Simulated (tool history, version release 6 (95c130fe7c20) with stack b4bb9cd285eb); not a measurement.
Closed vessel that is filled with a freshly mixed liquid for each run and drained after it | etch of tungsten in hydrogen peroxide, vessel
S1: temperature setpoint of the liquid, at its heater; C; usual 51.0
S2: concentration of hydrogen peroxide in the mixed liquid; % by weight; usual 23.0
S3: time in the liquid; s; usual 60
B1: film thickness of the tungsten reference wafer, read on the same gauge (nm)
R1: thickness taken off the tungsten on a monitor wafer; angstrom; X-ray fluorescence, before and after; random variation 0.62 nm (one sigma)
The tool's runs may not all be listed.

| run | hour | S1 | S2 | S3 | B1 | R1 |
|---|---|---|---|---|---|---|
| 1 | 0.0 | 46.0 | 23.0 | 60 | 50.01 | 1131.9 |
| 2 | 63.0 | 51.0 | 23.0 | 60 | 50.00 | 1541.3 |
| 3 | 106.1 | 51.0 | 23.0 | 60 | 50.03 | 1525.5 |
| 4 | 131.0 | 51.0 | 23.0 | 60 | 50.05 | 1514.4 |
|  | 162.0 | thermometer replaced |
| 5 | 191.4 | 51.0 | 23.0 | 60 | 49.97 | 1524.8 |
| 6 | 238.8 | 45.0 | 23.0 | 60 | 50.01 | 1049.6 |
| 7 | 275.9 | 48.0 | 23.0 | 40 | 49.94 | 842.9 |
| 8 | 342.4 | 48.0 | 23.0 | 40 | 50.03 | 846.0 |
| 9 | 386.8 | 51.0 | 23.0 | 60 | 50.02 | 1513.2 |
| 10 | 453.1 | 51.0 | 23.0 | 60 | 50.00 | 1527.4 |
| 11 | 503.5 | 51.0 | 23.0 | 60 | 50.01 | 1514.0 |
| 12 | 538.7 | 51.0 | 23.0 | 35 | 50.00 | 875.8 |
| 13 | 593.7 | 51.0 | 23.0 | 35 | 50.01 | 882.8 |
| 14 | 652.8 | 51.0 | 23.0 | 35 | 50.01 | 881.7 |
|  | 683.7 | new drum of peroxide connected |
| 15 | 724.7 | 55.0 | 19.5 | 60 | 49.97 | 1717.9 |
| 16 | 790.4 | 51.0 | 23.0 | 60 | 50.00 | 1468.6 |
| 17 | 825.1 | 43.5 | 27.5 | 70 | 49.99 | 1179.1 |
| 18 | 886.0 | 51.0 | 20.0 | 35 | 50.02 | 800.9 |
| 19 | 925.7 | 51.0 | 23.0 | 60 | 50.02 | 1471.7 |
| 20 | 953.3 | 51.0 | 23.0 | 60 | 50.03 | 1469.6 |
|  | 999.5 | peroxide flow meter replaced |
|  | 1023.3 | thermometer replaced |
|  | 1029.9 | new drum of peroxide connected, repeated, since the last time left the tool worse |
| 21 | 1066.6 | 51.0 | 25.0 | 50 | 50.00 | 1333.0 |
| 22 | 1132.8 | 51.0 | 29.0 | 90 | 49.97 | 2583.8 |
|  | 1171.3 | gauge calibrated |
| 23 | 1172.2 | 60.5 | 16.5 | 85 | 50.02 | 3214.7 |
| 24 | 1218.5 | 51.0 | 17.0 | 85 | 50.00 | 1864.5 |
| 25 | 1289.9 | 51.0 | 23.0 | 60 | 50.00 | 1531.7 |
| 26 | 1317.8 | 43.5 | 27.5 | 60 | 50.03 | 1051.3 |
| 27 | 1346.7 | 44.5 | 23.0 | 60 | 50.01 | 1019.1 |
| 28 | 1403.6 | 47.5 | 23.0 | 60 | 50.00 | 1222.6 |
| 29 | 1466.6 | 51.0 | 21.0 | 60 | 50.02 | 1452.1 |
| 30 | 1495.2 | 51.0 | 23.0 | 60 | 49.96 | 1521.6 |

Forecast each of these 3 alternatives for the next run:
| A | 1495.9 | 57.0 | 23.0 | 60 | ? | ? |
| B | 1495.9 | 46.0 | 27.5 | 35 | ? | ? |
| C | 1495.9 | 48.0 | 23.0 | 45 | ? | ? |

| run | B1 | R1 |
|---|---|---|
| A | 49.97 | 2168.5 |
| B | 49.97 | 710.4 |
| C | 49.97 | 946.1 |
Without the tool's hidden state the same runs would have given:
| run | R1 |
|---|---|
| A | 2201.8 |
| B | 721.3 |
| C | 960.6 |
